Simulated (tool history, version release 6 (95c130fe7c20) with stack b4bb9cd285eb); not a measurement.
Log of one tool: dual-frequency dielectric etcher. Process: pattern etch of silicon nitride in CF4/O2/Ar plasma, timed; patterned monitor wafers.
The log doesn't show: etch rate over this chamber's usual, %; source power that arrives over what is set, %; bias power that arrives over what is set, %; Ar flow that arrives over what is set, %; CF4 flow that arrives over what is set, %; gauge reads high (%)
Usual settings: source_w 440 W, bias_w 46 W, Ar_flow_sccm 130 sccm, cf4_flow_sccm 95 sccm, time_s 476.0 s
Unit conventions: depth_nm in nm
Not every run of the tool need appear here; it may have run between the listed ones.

run	hour	source_w	bias_w	Ar_flow_sccm	cf4_flow_sccm	time_s	wafers since the last listed run	hours since the last wet clean	hours since the last source power generator calibration	hours since the last bias power generator calibration	hours since the last Ar flow controller change	hours since the last CF4 flow controller change	hours since the last upper electrode change	hours since the gauge calibration	read-back reference wafer on the same gauge, depth_nm	depth_nm
1	0.0	440	46	130	95	476.0	0	138.0	2901.1	2938.3	5152.2	3962.9	4184.1	167.9	982.0	824.5
2	9.6	440	46	130	95	401.0	40	147.6	2910.7	2947.9	5161.8	3972.5	4193.7	177.5	981.1	682.5
3	17.8	440	46	130	95	401.0	34	155.8	2918.9	2956.1	5170.0	3980.7	4201.9	185.7	982.6	691.4
4	35.5	440	46	130	95	401.0	75	173.5	2936.6	2973.8	5187.7	3998.4	4219.6	203.4	982.2	688.7
5	52.5	440	46	130	95	476.0	72	190.5	2953.6	2990.8	5204.7	4015.4	4236.6	220.4	982.8	808.0
6	62.3	440	46	130	95	476.0	41	200.3	2963.4	3000.6	5214.5	4025.2	4246.4	230.2	982.0	815.0
7	73.5	440	54	130	95	476.0	47	211.5	2974.6	3011.8	5225.7	4036.4	4257.6	241.4	981.4	838.9
8	80.1	440	54	130	95	476.0	28	218.1	2981.2	3018.4	5232.3	4043.0	4264.2	248.0	983.9	838.9
# hour 84.1: bias power generator calibrated
9	98.1	440	46	130	95	421.5	59	236.1	2999.2	14.0	5250.3	4061.0	4282.2	266.0	982.5	723.6
10	115.0	440	57	149	102	549.5	71	253.0	3016.1	30.9	5267.2	4077.9	4299.1	282.9	982.4	970.2
11	126.7	440	46	130	95	476.0	49	264.7	3027.8	42.6	5278.9	4089.6	4310.8	294.6	982.4	796.1
12	141.1	350	46	113	85	476.0	61	279.1	3042.2	57.0	5293.3	4104.0	4325.2	309.0	983.8	689.2
13	157.3	440	46	130	95	476.0	68	295.3	3058.4	73.2	5309.5	4120.2	4341.4	325.2	983.2	803.9
# hour 167.8: gauge calibrated
14	172.8	440	46	130	85	414.5	65	310.8	3073.9	88.7	5325.0	4135.7	4356.9	5.0	981.3	686.2
# hour 189.4: source power generator calibrated
# hour 202.6: CF4 flow controller replaced
# hour 220.7: upper electrode replaced
# hour 230.9: wet clean of the chamber
# hour 231.8: Ar flow controller replaced
15	232.3	440	46	130	95	476.0	86	1.4	42.9	148.2	0.5	29.7	11.6	64.5	982.8	851.5
16	232.8	440	46	154	104	368.5	2	1.9	43.4	148.7	1.0	30.2	12.1	65.0	981.5	660.6
17	234.1	410	46	130	95	476.0	5	3.2	44.7	150.0	2.3	31.5	13.4	66.3	982.8	809.6
18	250.1	440	39	130	95	532.5	68	19.2	60.7	166.0	18.3	47.5	29.4	82.3	981.5	918.5
19	256.9	440	46	159	95	606.0	28	26.0	67.5	172.8	25.1	54.3	36.2	89.1	982.4	1049.2
20	271.7	440	54	113	95	524.0	62	40.8	82.3	187.6	39.9	69.1	51.0	103.9	980.8	994.2
21	284.4	440	46	130	95	608.5	54	53.5	95.0	200.3	52.6	81.8	63.7	116.6	982.8	1091.7
22	298.4	470	46	130	95	566.5	59	67.5	109.0	214.3	66.6	95.8	77.7	130.6	981.3	1065.9

A few steps of depth_nm between consecutive runs. Split each: what settings, incoming material and random variation would produce without the hidden state, and what is left over for the hidden state, along with gauge scatter present in only one of the two compared results (measured, and without hidden state):
Run 9 -> 10: bias_w 46 -> 57, Ar_flow_sccm 130 -> 149, cf4_flow_sccm 95 -> 102, time_s 421.5 -> 549.5. depth_nm +246.6 nm: hidden state -13.4, all else +260.0.
Run 14 -> 15: cf4_flow_sccm 85 -> 95, time_s 414.5 -> 476.0, source power generator calibrated, CF4 flow controller replaced, upper electrode replaced, wet clean of the chamber, Ar flow controller replaced. depth_nm +165.3 nm: hidden state +47.5, all else +117.8.
Run 15 -> 16: Ar_flow_sccm 130 -> 154, cf4_flow_sccm 95 -> 104, time_s 476.0 -> 368.5. depth_nm -190.9 nm: hidden state -2.2, all else -188.7.
